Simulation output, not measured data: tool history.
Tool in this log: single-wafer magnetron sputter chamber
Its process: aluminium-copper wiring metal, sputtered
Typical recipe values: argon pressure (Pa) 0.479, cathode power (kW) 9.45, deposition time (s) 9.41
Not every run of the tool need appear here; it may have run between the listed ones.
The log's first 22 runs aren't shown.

run	day	argon pressure (Pa)	cathode power (kW)	deposition time (s)	read-back reference wafer on the same gauge, thickness_nm	mean film thickness on the monitor wafer (Å)
23	37.875	0.584	10.15	7.59	110.027	1104.33
24	41.221	0.653	9.45	9.41	110.006	1236.35
25	43.483	0.667	8.55	8.58	110.004	1010.79
# day 44.283: sputter target and shields replaced
# day 44.921: gauge calibrated
26	45.146	0.479	9.45	9.41	110.028	1336.21
27	47.425	0.479	8.75	7.57	110.045	996.28
28	50.029	0.479	7.4	7.81	110.011	867.24
29	51.933	0.479	9.45	9.41	109.999	1340.65
30	53.804	0.479	9.45	9.41	110.012	1342.18
31	56.179	0.37	9.45	9.41	109.992	1411.47
# day 57.2: sputter target and shields replaced
32	61.667	0.542	7.65	10.19	109.996	1142.78
33	63.267	0.357	7.7	8.87	110.003	1092.29

5 options for the next run, each taken on its own from the tool as it stands now. Forecast them:
A	63.283	0.479	9.45	9.41	?	?
B	63.283	0.479	9.45	8.44	?	?
C	63.283	0.479	7.75	10.89	?	?
D	63.283	0.552	9.45	9.41	?	?
E	63.283	0.667	10.9	10.61	?	?

run	read-back reference wafer on the same gauge, thickness_nm	mean film thickness on the monitor wafer (Å)
A	110.03	1340.37
B	110.03	1202.2
C	110.03	1272.14
D	110.03	1295.75
E	110.03	1599.11
What these runs would have given with no unlogged condition in the tool:
run	mean film thickness on the monitor wafer (Å)
A	1328.42
B	1191.48
C	1260.79
D	1282.73
E	1580.3
